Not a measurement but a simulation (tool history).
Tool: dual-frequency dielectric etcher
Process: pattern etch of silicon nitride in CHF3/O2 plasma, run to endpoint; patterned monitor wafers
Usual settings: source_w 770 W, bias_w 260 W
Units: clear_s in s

run     day  source_w  bias_w  incoming incoming film thickness, nm  clear_s
  1       0       620     260                                  52.2       32
  2   1.425       670     280                                  52.5     30.2
  3   2.317       670     280                                  52.5       30
  4   3.042       670     280                                  52.9     30.8
  5   4.446       770     289                                  52.4     27.9
  6   4.958       770     289                                  52.6     28.1
  7   6.204       630     290                                  52.5     31.2
      7.958  -- wet clean of the chamber
  8   7.979       630     290                                  52.3     30.1
  9   8.604       770     260                                  52.6       28
 10   9.479       770     260                                  52.4       28
     10.617  -- upper electrode replaced
 11  10.638       770     211                                  52.7     29.7
 12   11.25       770     211                                  52.9     29.9
 13  12.458       770     211                                  52.5     29.7
 14  13.392       770     289                                  52.9     27.6
 15  14.496       620     260                                  52.7     31.9
 16  15.558       770     220                                    53     29.9
 17  16.958       650     260                                  52.6     31.3
 18  18.012       890     260                                  52.4     26.5
 19    18.7       880     260                                  51.8     26.5
     18.933  -- source power generator calibrated
     19.296  -- bias power generator calibrated
 20  19.788       630     304                                  52.6     30.5
 21   20.45       910     260                                  52.9     26.7
 22  21.225       860     297                                  53.2     26.5
 23  22.654       770     260                                  52.6     28.9
 24  23.779       940     260                                  51.9     25.9
 25  24.908       940     215                                  52.4     27.2
 26  25.779       650     298                                    53     31.2

5 ways to go on from here, each from the tool as it stands after run 26. What would each give?
  A  25.796       770     260                                  52.5        ?
  B  25.796       770     300                                  52.5        ?
  C  25.796       670     312                                  52.5        ?
  D  25.796       850     311                                  52.5        ?
  E  25.796       840     215                                  52.5        ?

run  clear_s
  A     29.1
  B       28
  C     29.8
  D     26.4
  E     29.1
Without the tool's hidden state the same runs would have given:
run  clear_s
  A     27.9
  B     26.9
  C     28.6
  D     25.3
  E       28

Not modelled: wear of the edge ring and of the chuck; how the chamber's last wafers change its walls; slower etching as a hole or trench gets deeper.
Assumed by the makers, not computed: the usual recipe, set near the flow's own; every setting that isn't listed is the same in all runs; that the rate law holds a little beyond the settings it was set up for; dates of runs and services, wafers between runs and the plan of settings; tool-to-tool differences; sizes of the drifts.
